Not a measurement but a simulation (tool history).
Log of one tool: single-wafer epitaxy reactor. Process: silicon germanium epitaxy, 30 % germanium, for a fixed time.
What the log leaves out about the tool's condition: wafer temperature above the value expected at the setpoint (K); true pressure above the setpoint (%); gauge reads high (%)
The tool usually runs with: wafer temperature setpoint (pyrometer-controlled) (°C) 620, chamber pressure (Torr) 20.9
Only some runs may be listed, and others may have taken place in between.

run	hour	wafer temperature setpoint (pyrometer-controlled) (°C)	chamber pressure (Torr)	wafers since the last listed run	hours since the last pyrometer calibration	hours since the last manometer calibration	hours since the showerhead was replaced	hours since the gauge calibration	read-back reference wafer on the same gauge, thickness_nm	mean film thickness on the monitor wafer (angstrom)
1	0	620	19.5	0	1630.2	1999.2	4423.1	306.9	68.587	829.61
2	24.7	620	19.5	629	1654.9	2023.9	4447.8	331.6	68.641	827.75
3	57	620	22	822	1687.2	2056.2	4480.1	363.9	68.596	871.54
4	91.1	620	20.9	868	1721.3	2090.3	4514.2	398	68.555	851.57
5	106.2	620	20.9	384	1736.4	2105.4	4529.3	413.1	68.528	852.69
6	140.6	620	20.9	876	1770.8	2139.8	4563.7	447.5	68.597	851.39
7	163.2	620	20.9	575	1793.4	2162.4	4586.3	470.1	68.506	851.34
8	189.1	620	20.9	659	1819.3	2188.3	4612.2	496	68.567	849.78
# hour 190.6: gauge calibrated
9	208.8	620	20.9	501	1839	2208	4631.9	18.2	68.611	850.99
# hour 228.5: capacitance manometer re-zeroed and calibrated
10	235.6	609	20.9	478	1865.8	7.1	4658.7	45	68.616	718.45
11	248.6	615	22.7	331	1878.8	20.1	4671.7	58	68.56	815.87
12	283.3	614	17.2	884	1913.5	54.8	4706.4	92.7	68.528	721.42
13	311.4	620	17.2	715	1941.6	82.9	4734.5	120.8	68.637	788.55
14	336.3	633	18	634	1966.5	107.8	4759.4	145.7	68.602	976.14
15	348.6	609	20.9	313	1978.8	120.1	4771.7	158	68.589	718.44
16	375.7	620	19.5	690	2005.9	147.2	4798.8	185.1	68.608	833.37
17	392.2	628	20.9	420	2022.4	163.7	4815.3	201.6	68.623	962.28
18	405.6	620	20.9	341	2035.8	177.1	4828.7	215	68.607	852.31
# hour 431.8: showerhead replaced
19	434.3	634	22.6	527	2064.5	205.8	2.5	243.7	68.546	1093.28
# hour 459.5: pyrometer calibrated
20	460.2	620	20.9	456	0.7	231.7	28.4	269.6	68.619	853.99
21	489.1	631	23.1	736	29.6	260.6	57.3	298.5	68.654	1050.26
22	521.7	624	20.9	830	62.2	293.2	89.9	331.1	68.654	906.26
23	548.7	606	23.8	687	89.2	320.2	116.9	358.1	68.667	719.23
24	569.5	606	23.8	529	110	341	137.7	378.9	68.6	722.15
25	584.6	632	20.9	384	125.1	356.1	152.8	394	68.576	1019.74
26	601.3	634	20.9	425	141.8	372.8	169.5	410.7	68.579	1053.23

Hidden state at the last listed run before each entry between runs and at the first one after, where it differs:
Run 8 -> run 9: gauge calibrated (hour 190.6)
  nothing in the hidden state changes from one run to the other
Run 9 -> run 10: capacitance manometer re-zeroed and calibrated (hour 228.5)
  nothing in the hidden state changes from one run to the other
Run 18 -> run 19: showerhead replaced (hour 431.8)
  nothing in the hidden state changes from one run to the other
Run 19 -> run 20: pyrometer calibrated (hour 459.5)
  nothing in the hidden state changes from one run to the other

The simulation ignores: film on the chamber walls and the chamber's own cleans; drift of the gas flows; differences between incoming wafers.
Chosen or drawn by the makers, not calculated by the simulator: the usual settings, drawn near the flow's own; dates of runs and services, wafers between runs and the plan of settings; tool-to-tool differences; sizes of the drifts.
